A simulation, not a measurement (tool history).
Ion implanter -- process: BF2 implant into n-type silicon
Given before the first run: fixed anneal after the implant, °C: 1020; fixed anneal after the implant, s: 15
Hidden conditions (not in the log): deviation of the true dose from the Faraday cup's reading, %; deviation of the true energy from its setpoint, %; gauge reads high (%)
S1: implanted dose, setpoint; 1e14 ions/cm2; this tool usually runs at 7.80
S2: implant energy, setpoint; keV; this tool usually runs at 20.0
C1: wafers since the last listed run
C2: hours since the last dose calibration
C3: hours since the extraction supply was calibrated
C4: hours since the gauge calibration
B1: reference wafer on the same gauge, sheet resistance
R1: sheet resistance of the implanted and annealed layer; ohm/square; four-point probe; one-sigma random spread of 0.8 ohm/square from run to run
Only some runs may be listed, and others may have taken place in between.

| run | day | S1 | S2 | C1 | C2 | C3 | C4 | B1 | R1 |
|---|---|---|---|---|---|---|---|---|---|
| 1 | 0.000 | 7.80 | 24.0 | 0 | 982.6 | 3771.4 | 626.4 | 214.63 | 172.04 |
|  | 0.888 | gauge calibrated |
| 2 | 2.942 | 7.80 | 24.0 | 1273 | 1053.2 | 3842.0 | 49.3 | 220.55 | 176.83 |
| 3 | 4.279 | 7.80 | 20.0 | 579 | 1085.3 | 3874.1 | 81.4 | 220.49 | 186.48 |
| 4 | 7.558 | 7.80 | 20.0 | 1419 | 1164.0 | 3952.8 | 160.1 | 220.13 | 187.68 |
| 5 | 9.017 | 7.80 | 20.0 | 631 | 1199.0 | 3987.8 | 195.1 | 220.00 | 187.12 |
| 6 | 11.571 | 7.80 | 20.0 | 1105 | 1260.3 | 4049.1 | 256.4 | 219.52 | 186.76 |
| 7 | 13.850 | 8.27 | 17.0 | 986 | 1315.0 | 4103.8 | 311.1 | 219.19 | 190.38 |
| 8 | 16.071 | 7.80 | 24.0 | 961 | 1368.3 | 4157.1 | 364.4 | 218.52 | 176.69 |
|  | 16.671 | Faraday cup replaced and dose calibrated |
|  | 16.696 | extraction supply calibrated |
| 9 | 17.071 | 8.60 | 22.5 | 277 | 9.6 | 9.0 | 388.4 | 218.27 | 170.89 |
| 10 | 19.229 | 9.21 | 14.0 | 934 | 61.4 | 60.8 | 440.2 | 217.40 | 196.28 |
| 11 | 20.979 | 6.54 | 16.0 | 757 | 103.4 | 102.8 | 482.2 | 217.04 | 217.84 |
|  | 22.542 | gauge calibrated |
| 12 | 23.529 | 9.75 | 20.0 | 1104 | 164.6 | 164.0 | 23.7 | 221.37 | 169.92 |
| 13 | 26.150 | 7.80 | 18.0 | 1134 | 227.5 | 226.9 | 86.6 | 220.90 | 195.27 |
| 14 | 27.238 | 7.80 | 14.0 | 470 | 253.6 | 253.0 | 112.7 | 221.05 | 210.96 |
| 15 | 29.733 | 7.80 | 20.0 | 1080 | 313.5 | 312.9 | 172.6 | 220.73 | 188.48 |

Consider 5 possible next runs. They are alternatives, not a sequence: every one starts from the tool as it was left by run 15. What does each give?
| A | 29.750 | 7.80 | 20.0 | 7 | 313.9 | 313.3 | 173.0 | ? | ? |
| B | 29.750 | 6.47 | 25.5 | 7 | 313.9 | 313.3 | 173.0 | ? | ? |
| C | 29.750 | 7.04 | 20.0 | 7 | 313.9 | 313.3 | 173.0 | ? | ? |
| D | 29.750 | 8.91 | 20.0 | 7 | 313.9 | 313.3 | 173.0 | ? | ? |
| E | 29.750 | 6.21 | 16.0 | 7 | 313.9 | 313.3 | 173.0 | ? | ? |

| run | B1 | R1 |
|---|---|---|
| A | 220.72 | 186.71 |
| B | 220.72 | 194.37 |
| C | 220.72 | 197.21 |
| D | 220.72 | 175.29 |
| E | 220.72 | 225.89 |
Had the tool no hidden state, the same runs would have come out as:
| run | R1 |
|---|---|
| A | 186.95 |
| B | 194.61 |
| C | 197.46 |
| D | 175.52 |
| E | 226.18 |

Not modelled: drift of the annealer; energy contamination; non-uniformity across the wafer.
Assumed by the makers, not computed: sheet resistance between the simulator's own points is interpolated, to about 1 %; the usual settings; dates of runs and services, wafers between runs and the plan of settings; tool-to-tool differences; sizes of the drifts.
